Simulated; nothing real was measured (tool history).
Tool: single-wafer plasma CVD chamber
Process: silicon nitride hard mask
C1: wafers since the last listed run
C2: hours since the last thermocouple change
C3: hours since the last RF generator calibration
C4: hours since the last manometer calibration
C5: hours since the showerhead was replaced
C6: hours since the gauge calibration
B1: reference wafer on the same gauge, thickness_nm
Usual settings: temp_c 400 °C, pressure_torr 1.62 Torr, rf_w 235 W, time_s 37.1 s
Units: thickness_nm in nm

Run 1, hour 0: usual settings; C1 0; C2 1019.2; C3 160.9; C4 282; C5 5009.4; C6 2083.9; B1 28.579. Result: thickness_nm 34.034 nm.
Run 2, hour 85: usual settings; C1 2018; C2 1104.2; C3 245.9; C4 367; C5 5094.4; C6 2168.9; B1 28.582. Result: thickness_nm 34.142 nm.
Run 3, hour 129.7: usual settings but rf_w 210 W, time_s 40.9 s; C1 1061; C2 1148.9; C3 290.6; C4 411.7; C5 5139.1; C6 2213.6; B1 28.611. Result: thickness_nm 35.52 nm.
Run 4, hour 198.2: usual settings; C1 1626; C2 1217.4; C3 359.1; C4 480.2; C5 5207.6; C6 2282.1; B1 28.64. Result: thickness_nm 34.099 nm.
Run 5, hour 297.2: usual settings but pressure_torr 1.89 Torr; C1 2351; C2 1316.4; C3 458.1; C4 579.2; C5 5306.6; C6 2381.1; B1 28.542. Result: thickness_nm 35.118 nm.
Run 6, hour 338.4: usual settings but pressure_torr 1.9 Torr, rf_w 255 W; C1 978; C2 1357.6; C3 499.3; C4 620.4; C5 5347.8; C6 2422.3; B1 28.601. Result: thickness_nm 37.01 nm.
Run 7, hour 610.3: usual settings but pressure_torr 1.9 Torr, rf_w 255 W; C1 6457; C2 1629.5; C3 771.2; C4 892.3; C5 5619.7; C6 2694.2; B1 28.581. Result: thickness_nm 36.698 nm.
At hour 662.6: thermocouple changed; heater temperature recalibrated.
Run 8, hour 703.3: usual settings but pressure_torr 1.9 Torr, rf_w 255 W; C1 2018; C2 40.7; C3 864.2; C4 985.3; C5 5712.7; C6 2787.2; B1 28.611. Result: thickness_nm 36.796 nm.
Run 9, hour 777.2: usual settings but pressure_torr 1.77 Torr, time_s 38.9 s; C1 1754; C2 114.6; C3 938.1; C4 1059.2; C5 5786.6; C6 2861.1; B1 28.61. Result: thickness_nm 36.169 nm.
At hour 801.6: gauge calibrated.
Run 10, hour 973.7: usual settings but pressure_torr 1.77 Torr, time_s 38.9 s; C1 4666; C2 311.1; C3 1134.6; C4 1255.7; C5 5983.1; C6 172.1; B1 28.603. Result: thickness_nm 36.359 nm.
Run 11, hour 1012.4: usual settings; C1 919; C2 349.8; C3 1173.3; C4 1294.4; C5 6021.8; C6 210.8; B1 28.614. Result: thickness_nm 33.625 nm.
Run 12, hour 1101.5: usual settings; C1 2115; C2 438.9; C3 1262.4; C4 1383.5; C5 6110.9; C6 299.9; B1 28.595. Result: thickness_nm 33.487 nm.
At hour 1171.6: capacitance manometer re-zeroed and calibrated.
Run 13, hour 1181.2: usual settings but pressure_torr 1.92 Torr, time_s 44.5 s; C1 1702; C2 518.6; C3 1342.1; C4 9.6; C5 6190.6; C6 379.6; B1 28.591. Result: thickness_nm 41.336 nm.
Run 14, hour 1228.7: usual settings but rf_w 280 W; C1 1128; C2 566.1; C3 1389.6; C4 57.1; C5 6238.1; C6 427.1; B1 28.604. Result: thickness_nm 36.135 nm.
At hour 1260.3: RF generator calibrated.
Run 15, hour 1277: usual settings but temp_c 393 °C; C1 957; C2 614.4; C3 16.7; C4 105.4; C5 6286.4; C6 475.4; B1 28.588. Result: thickness_nm 34.237 nm.
Run 16, hour 1351.3: usual settings but pressure_torr 1.9 Torr, rf_w 255 W; C1 1764; C2 688.7; C3 91; C4 179.7; C5 6360.7; C6 549.7; B1 28.624. Result: thickness_nm 36.738 nm.
Run 17, hour 1447.3: usual settings; C1 2279; C2 784.7; C3 187; C4 275.7; C5 6456.7; C6 645.7; B1 28.615. Result: thickness_nm 34.062 nm.
At hour 1505.5: showerhead replaced.
Run 18, hour 1506: usual settings but pressure_torr 1.8 Torr, rf_w 190 W; C1 1204; C2 843.4; C3 245.7; C4 334.4; C5 0.5; C6 704.4; B1 28.596. Result: thickness_nm 31.37 nm.
Run 19, hour 1571.3: usual settings but pressure_torr 1.32 Torr, rf_w 260 W; C1 1550; C2 908.7; C3 311; C4 399.7; C5 65.8; C6 769.7; B1 28.584. Result: thickness_nm 33.957 nm.
Run 20, hour 1735.1: usual settings but pressure_torr 1.77 Torr, time_s 38.9 s; C1 3889; C2 1072.5; C3 474.8; C4 563.5; C5 229.6; C6 933.5; B1 28.63. Result: thickness_nm 36.146 nm.
Run 21, hour 1827.3: usual settings but temp_c 404 °C, time_s 43.4 s; C1 2189; C2 1164.7; C3 567; C4 655.7; C5 321.8; C6 1025.7; B1 28.626. Result: thickness_nm 39.768 nm.
Run 22, hour 1879.3: usual settings; C1 1234; C2 1216.7; C3 619; C4 707.7; C5 373.8; C6 1077.7; B1 28.612. Result: thickness_nm 33.836 nm.
Run 23, hour 1979.4: usual settings but temp_c 408 °C, pressure_torr 1.3 Torr, rf_w 210 W, time_s 44.5 s; C1 2377; C2 1316.8; C3 719.1; C4 807.8; C5 473.9; C6 1177.8; B1 28.622. Result: thickness_nm 36.393 nm.
Run 24, hour 2058.8: usual settings but rf_w 195 W; C1 1885; C2 1396.2; C3 798.5; C4 887.2; C5 553.3; C6 1257.2; B1 28.592. Result: thickness_nm 30.792 nm.
Run 25, hour 2113.6: usual settings but pressure_torr 1.88 Torr, time_s 34.8 s; C1 1301; C2 1451; C3 853.3; C4 942; C5 608.1; C6 1312; B1 28.623. Result: thickness_nm 32.883 nm.
Run 26, hour 2169.4: usual settings but temp_c 414 °C; C1 1325; C2 1506.8; C3 909.1; C4 997.8; C5 663.9; C6 1367.8; B1 28.604. Result: thickness_nm 33.51 nm.
Run 27, hour 2259.9: usual settings; C1 2149; C2 1597.3; C3 999.6; C4 1088.3; C5 754.4; C6 1458.3; B1 28.605. Result: thickness_nm 33.731 nm.

5 ways to go on from here, each from the tool as it stands after run 27. What would each give?
Run A, hour 2260.3: usual settings but temp_c 410 °C; C1 9; C2 1597.7; C3 1000; C4 1088.7; C5 754.8; C6 1458.7; B1 ?. Result: thickness_nm ?.
Run B, hour 2260.3: usual settings but rf_w 210 W, time_s 32.2 s; C1 9; C2 1597.7; C3 1000; C4 1088.7; C5 754.8; C6 1458.7; B1 ?. Result: thickness_nm ?.
Run C, hour 2260.3: usual settings but temp_c 392 °C, pressure_torr 1.77 Torr, rf_w 220 W, time_s 31.2 s; C1 9; C2 1597.7; C3 1000; C4 1088.7; C5 754.8; C6 1458.7; B1 ?. Result: thickness_nm ?.
Run D, hour 2260.3: usual settings but rf_w 275 W; C1 9; C2 1597.7; C3 1000; C4 1088.7; C5 754.8; C6 1458.7; B1 ?. Result: thickness_nm ?.
Run E, hour 2260.3: usual settings but temp_c 409 °C, pressure_torr 1.33 Torr, time_s 41 s; C1 9; C2 1597.7; C3 1000; C4 1088.7; C5 754.8; C6 1458.7; B1 ?. Result: thickness_nm ?.

run      B1  thickness_nm
  A  28.629        33.698
  B  28.629        27.726
  C  28.629        28.184
  D  28.629        36.687
  E  28.629         35.55
Without the tool's hidden state the same runs would have given:
run  thickness_nm
  A         33.95
  B        27.952
  C         28.42
  D        36.946
  E        35.789
